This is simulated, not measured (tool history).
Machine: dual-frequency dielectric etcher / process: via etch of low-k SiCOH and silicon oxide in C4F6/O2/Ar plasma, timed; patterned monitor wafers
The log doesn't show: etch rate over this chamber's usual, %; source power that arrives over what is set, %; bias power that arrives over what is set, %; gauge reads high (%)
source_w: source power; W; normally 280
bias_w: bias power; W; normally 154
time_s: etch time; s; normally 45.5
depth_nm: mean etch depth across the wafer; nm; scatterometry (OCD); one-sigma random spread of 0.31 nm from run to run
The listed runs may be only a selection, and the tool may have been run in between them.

| run | day | source_w | bias_w | time_s | wafers since the last listed run | hours since the last wet clean | hours since the last source power generator calibration | hours since the last bias power generator calibration | hours since the last upper electrode change | hours since the gauge calibration | read-back reference wafer on the same gauge, depth_nm | depth_nm |
|---|---|---|---|---|---|---|---|---|---|---|---|---|
| 1 | 0 | 280 | 154 | 45.5 | 0 | 19.4 | 828 | 2378.8 | 4353.9 | 638.1 | 93 | 102.2 |
| 2 | 1.454 | 280 | 154 | 45.5 | 424 | 54.3 | 862.9 | 2413.7 | 4388.8 | 673 | 92.9 | 102.8 |
| 3 | 4.342 | 280 | 154 | 45.5 | 843 | 123.6 | 932.2 | 2483 | 4458.1 | 742.3 | 93 | 102.1 |
| 4 | 5.588 | 280 | 154 | 45.5 | 363 | 153.5 | 962.1 | 2512.9 | 4488 | 772.2 | 93 | 102.6 |
| 5 | 7.696 | 280 | 154 | 45.5 | 615 | 204.1 | 1012.7 | 2563.5 | 4538.6 | 822.8 | 93 | 102 |
| 6 | 10.346 | 280 | 154 | 45.5 | 773 | 267.7 | 1076.3 | 2627.1 | 4602.2 | 886.4 | 93 | 102.8 |
| 7 | 12.125 | 280 | 154 | 45.5 | 519 | 310.4 | 1119 | 2669.8 | 4644.9 | 929.1 | 93 | 102.5 |
| 8 | 15 | 280 | 154 | 45.5 | 839 | 379.4 | 1188 | 2738.8 | 4713.9 | 998.1 | 93 | 102.7 |
| 9 | 16.558 | 300 | 154 | 45.5 | 455 | 416.8 | 1225.4 | 2776.2 | 4751.3 | 1035.5 | 93 | 105.1 |
| 10 | 18.029 | 280 | 154 | 45.5 | 429 | 452.1 | 1260.7 | 2811.5 | 4786.6 | 1070.8 | 93 | 102.3 |
|  | 18.579 | bias power generator calibrated |
|  | 19.571 | upper electrode replaced |
| 11 | 20.183 | 280 | 154 | 45.5 | 290 | 503.8 | 1312.4 | 38.5 | 14.7 | 1122.5 | 93 | 103.1 |
|  | 21.771 | wet clean of the chamber |
| 12 | 21.792 | 280 | 154 | 45.5 | 177 | 0.5 | 1351 | 77.1 | 53.3 | 1161.1 | 93 | 102.7 |
| 13 | 23.496 | 280 | 154 | 45.5 | 497 | 41.4 | 1391.9 | 118 | 94.2 | 1202 | 92.9 | 102.9 |
|  | 23.875 | gauge calibrated |
| 14 | 25.675 | 320 | 154 | 49.5 | 636 | 93.7 | 1444.2 | 170.3 | 146.5 | 43.2 | 93 | 117.4 |
| 15 | 26.683 | 310 | 154 | 51 | 294 | 117.9 | 1468.4 | 194.5 | 170.7 | 67.4 | 93 | 119.2 |
| 16 | 28.375 | 230 | 154 | 33.5 | 494 | 158.5 | 1509 | 235.1 | 211.3 | 108 | 93 | 71.2 |
| 17 | 30 | 280 | 154 | 45.5 | 474 | 197.5 | 1548 | 274.1 | 250.3 | 147 | 93 | 103.1 |
| 18 | 32.562 | 220 | 166 | 54.5 | 748 | 259 | 1609.5 | 335.6 | 311.8 | 208.5 | 93 | 118 |
| 19 | 34.942 | 250 | 139 | 51 | 694 | 316.1 | 1666.6 | 392.7 | 368.9 | 265.6 | 92.9 | 107.5 |
|  | 36.425 | source power generator calibrated |
| 20 | 36.662 | 280 | 154 | 45.5 | 453 | 357.4 | 5.7 | 434 | 410.2 | 306.9 | 93 | 102.3 |
| 21 | 39.388 | 230 | 154 | 45.5 | 795 | 422.8 | 71.1 | 499.4 | 475.6 | 372.3 | 93 | 96 |
|  | 41.079 | wet clean of the chamber |
| 22 | 42.112 | 280 | 154 | 39.5 | 503 | 24.8 | 136.5 | 564.8 | 541 | 437.7 | 93 | 88.8 |
| 23 | 43.975 | 280 | 154 | 49.5 | 543 | 69.5 | 181.2 | 609.5 | 585.7 | 482.4 | 92.9 | 111.4 |
| 24 | 46.621 | 250 | 118 | 45.5 | 772 | 133 | 244.7 | 673 | 649.2 | 545.9 | 93 | 89.9 |

Here are 5 independent what-if runs from the current tool condition. What would each one return?
| A | 46.638 | 280 | 154 | 45.5 | 4 | 133.4 | 245.1 | 673.4 | 649.6 | 546.3 | ? | ? |
| B | 46.638 | 280 | 180 | 35 | 4 | 133.4 | 245.1 | 673.4 | 649.6 | 546.3 | ? | ? |
| C | 46.638 | 220 | 154 | 45.5 | 4 | 133.4 | 245.1 | 673.4 | 649.6 | 546.3 | ? | ? |
| D | 46.638 | 350 | 177 | 54.5 | 4 | 133.4 | 245.1 | 673.4 | 649.6 | 546.3 | ? | ? |
| E | 46.638 | 280 | 154 | 33.5 | 4 | 133.4 | 245.1 | 673.4 | 649.6 | 546.3 | ? | ? |

| run | read-back reference wafer on the same gauge, depth_nm | depth_nm |
|---|---|---|
| A | 93 | 102.4 |
| B | 93 | 83.4 |
| C | 93 | 95.2 |
| D | 93 | 138.4 |
| E | 93 | 75.4 |
Without the tool's unlogged condition, the same runs would have read:
| run | depth_nm |
|---|---|
| A | 101.9 |
| B | 83 |
| C | 94.8 |
| D | 137.8 |
| E | 75 |
